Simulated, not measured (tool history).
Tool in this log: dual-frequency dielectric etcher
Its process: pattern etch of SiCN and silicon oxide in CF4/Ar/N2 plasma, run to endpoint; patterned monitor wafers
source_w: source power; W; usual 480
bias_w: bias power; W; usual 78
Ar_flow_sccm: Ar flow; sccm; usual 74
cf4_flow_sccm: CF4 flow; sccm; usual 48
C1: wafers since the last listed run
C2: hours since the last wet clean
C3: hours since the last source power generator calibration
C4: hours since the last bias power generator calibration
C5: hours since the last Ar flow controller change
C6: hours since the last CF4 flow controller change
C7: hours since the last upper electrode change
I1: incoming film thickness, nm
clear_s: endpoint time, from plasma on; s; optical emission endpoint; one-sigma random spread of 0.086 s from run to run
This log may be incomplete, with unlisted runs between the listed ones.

Run 1, day 0.000: usual settings but bias_w 74 W; C1 0; C2 126.5; C3 3318.1; C4 2714.8; C5 2559.9; C6 3836.3; C7 4512.9; I1 13.83. Result: clear_s 13.4 s.
At day 2.771: source power generator calibrated.
Run 2, day 4.346: usual settings but bias_w 74 W; C1 1455; C2 230.8; C3 37.8; C4 2819.1; C5 2664.2; C6 3940.6; C7 4617.2; I1 13.85. Result: clear_s 13.5 s.
Run 3, day 7.588: usual settings; C1 1128; C2 308.6; C3 115.6; C4 2896.9; C5 2742.0; C6 4018.4; C7 4695.0; I1 13.85. Result: clear_s 13.1 s.
Run 4, day 10.179: usual settings; C1 902; C2 370.8; C3 177.8; C4 2959.1; C5 2804.2; C6 4080.6; C7 4757.2; I1 13.93. Result: clear_s 13.0 s.
Run 5, day 13.571: usual settings; C1 1181; C2 452.2; C3 259.2; C4 3040.5; C5 2885.6; C6 4162.0; C7 4838.6; I1 13.79. Result: clear_s 13.0 s.
At day 15.467: wet clean of the chamber.
At day 16.008: CF4 flow controller replaced.
Run 6, day 21.296: usual settings but source_w 560 W, cf4_flow_sccm 41 sccm; C1 2254; C2 139.9; C3 444.6; C4 3225.9; C5 3071.0; C6 126.9; C7 5024.0; I1 13.73. Result: clear_s 12.3 s.
Run 7, day 24.308: usual settings; C1 1049; C2 212.2; C3 516.9; C4 3298.2; C5 3143.3; C6 199.2; C7 5096.3; I1 13.76. Result: clear_s 13.2 s.
At day 25.542: upper electrode replaced, of another model than before.
Run 8, day 28.725: usual settings but bias_w 71 W; C1 1189; C2 318.2; C3 622.9; C4 3404.2; C5 3249.3; C6 305.2; C7 76.4; I1 13.78. Result: clear_s 13.6 s.
Run 9, day 32.646: usual settings but source_w 590 W, Ar_flow_sccm 89 sccm; C1 1365; C2 412.3; C3 717.0; C4 3498.3; C5 3343.4; C6 399.3; C7 170.5; I1 14.01. Result: clear_s 12.6 s.
Run 10, day 35.550: usual settings; C1 1011; C2 482.0; C3 786.7; C4 3568.0; C5 3413.1; C6 469.0; C7 240.2; I1 13.74. Result: clear_s 13.0 s.
At day 39.000: wet clean of the chamber.
Run 11, day 39.604: usual settings but source_w 400 W, bias_w 96 W, Ar_flow_sccm 86 sccm, cf4_flow_sccm 45 sccm; C1 1063; C2 14.5; C3 884.0; C4 3665.3; C5 3510.4; C6 566.3; C7 337.5; I1 13.75. Result: clear_s 13.4 s.
Run 12, day 44.004: usual settings but source_w 530 W, bias_w 61 W; C1 1532; C2 120.1; C3 989.6; C4 3770.9; C5 3616.0; C6 671.9; C7 443.1; I1 13.71. Result: clear_s 14.1 s.
At day 44.967: bias power generator calibrated.
Run 13, day 46.158: usual settings but bias_w 91 W, cf4_flow_sccm 44 sccm; C1 692; C2 171.8; C3 1041.3; C4 28.6; C5 3667.7; C6 723.6; C7 494.8; I1 13.76. Result: clear_s 12.6 s.
Run 14, day 49.246: usual settings but bias_w 70 W, cf4_flow_sccm 39 sccm; C1 1075; C2 245.9; C3 1115.4; C4 102.7; C5 3741.8; C6 797.7; C7 568.9; I1 13.92. Result: clear_s 14.2 s.
Run 15, day 51.888: usual settings; C1 919; C2 309.3; C3 1178.8; C4 166.1; C5 3805.2; C6 861.1; C7 632.3; I1 13.80. Result: clear_s 13.1 s.
At day 55.167: Ar flow controller replaced.
Run 16, day 55.388: usual settings but source_w 380 W, bias_w 98 W, cf4_flow_sccm 57 sccm; C1 1131; C2 393.3; C3 1262.8; C4 250.1; C5 5.3; C6 945.1; C7 716.3; I1 13.73. Result: clear_s 12.5 s.
At day 59.417: wet clean of the chamber.
Run 17, day 59.438: usual settings but source_w 420 W, bias_w 90 W, Ar_flow_sccm 62 sccm, cf4_flow_sccm 43 sccm; C1 1062; C2 0.5; C3 1360.0; C4 347.3; C5 102.5; C6 1042.3; C7 813.5; I1 13.83. Result: clear_s 13.0 s.
Run 18, day 68.179: usual settings but bias_w 91 W, cf4_flow_sccm 44 sccm; C1 3044; C2 210.3; C3 1569.8; C4 557.1; C5 312.3; C6 1252.1; C7 1023.3; I1 13.87. Result: clear_s 12.6 s.
Run 19, day 70.371: usual settings; C1 763; C2 262.9; C3 1622.4; C4 609.7; C5 364.9; C6 1304.7; C7 1075.9; I1 13.78. Result: clear_s 13.2 s.
Run 20, day 75.225: usual settings but Ar_flow_sccm 63 sccm; C1 1690; C2 379.4; C3 1738.9; C4 726.2; C5 481.4; C6 1421.2; C7 1192.4; I1 13.68. Result: clear_s 12.8 s.
Run 21, day 77.738: usual settings but source_w 560 W, bias_w 84 W, Ar_flow_sccm 63 sccm, cf4_flow_sccm 55 sccm; C1 874; C2 439.7; C3 1799.2; C4 786.5; C5 541.7; C6 1481.5; C7 1252.7; I1 13.75. Result: clear_s 11.7 s.
Run 22, day 81.325: usual settings but Ar_flow_sccm 60 sccm, cf4_flow_sccm 39 sccm; C1 1249; C2 525.8; C3 1885.3; C4 872.6; C5 627.8; C6 1567.6; C7 1338.8; I1 13.91. Result: clear_s 13.0 s.
At day 84.875: wet clean of the chamber.
Run 23, day 84.896: usual settings but source_w 420 W, bias_w 90 W, Ar_flow_sccm 62 sccm, cf4_flow_sccm 43 sccm; C1 895; C2 0.5; C3 1971.0; C4 958.3; C5 713.5; C6 1653.3; C7 1424.5; I1 13.77. Result: clear_s 13.0 s.

5 options for the next run, each taken on its own from the tool as it stands now. Forecast them:
Run A, day 84.912: usual settings but source_w 440 W; C1 5; C2 0.9; C3 1971.4; C4 958.7; C5 713.9; C6 1653.7; C7 1424.9; I1 13.87. Result: clear_s ?.
Run B, day 84.912: usual settings but Ar_flow_sccm 65 sccm, cf4_flow_sccm 44 sccm; C1 5; C2 0.9; C3 1971.4; C4 958.7; C5 713.9; C6 1653.7; C7 1424.9; I1 13.87. Result: clear_s ?.
Run C, day 84.912: usual settings but source_w 590 W, bias_w 87 W, Ar_flow_sccm 68 sccm, cf4_flow_sccm 43 sccm; C1 5; C2 0.9; C3 1971.4; C4 958.7; C5 713.9; C6 1653.7; C7 1424.9; I1 13.87. Result: clear_s ?.
Run D, day 84.912: usual settings but bias_w 61 W, Ar_flow_sccm 87 sccm; C1 5; C2 0.9; C3 1971.4; C4 958.7; C5 713.9; C6 1653.7; C7 1424.9; I1 13.87. Result: clear_s ?.
Run E, day 84.912: usual settings but bias_w 91 W, Ar_flow_sccm 87 sccm, cf4_flow_sccm 57 sccm; C1 5; C2 0.9; C3 1971.4; C4 958.7; C5 713.9; C6 1653.7; C7 1424.9; I1 13.87. Result: clear_s ?.

run  clear_s
  A     14.0
  B     13.6
  C     12.3
  D     15.2
  E     12.8
With the hidden condition removed and each run's random variation left untouched, the same runs would have given:
run  clear_s
  A     13.9
  B     13.5
  C     12.3
  D     15.2
  E     12.8
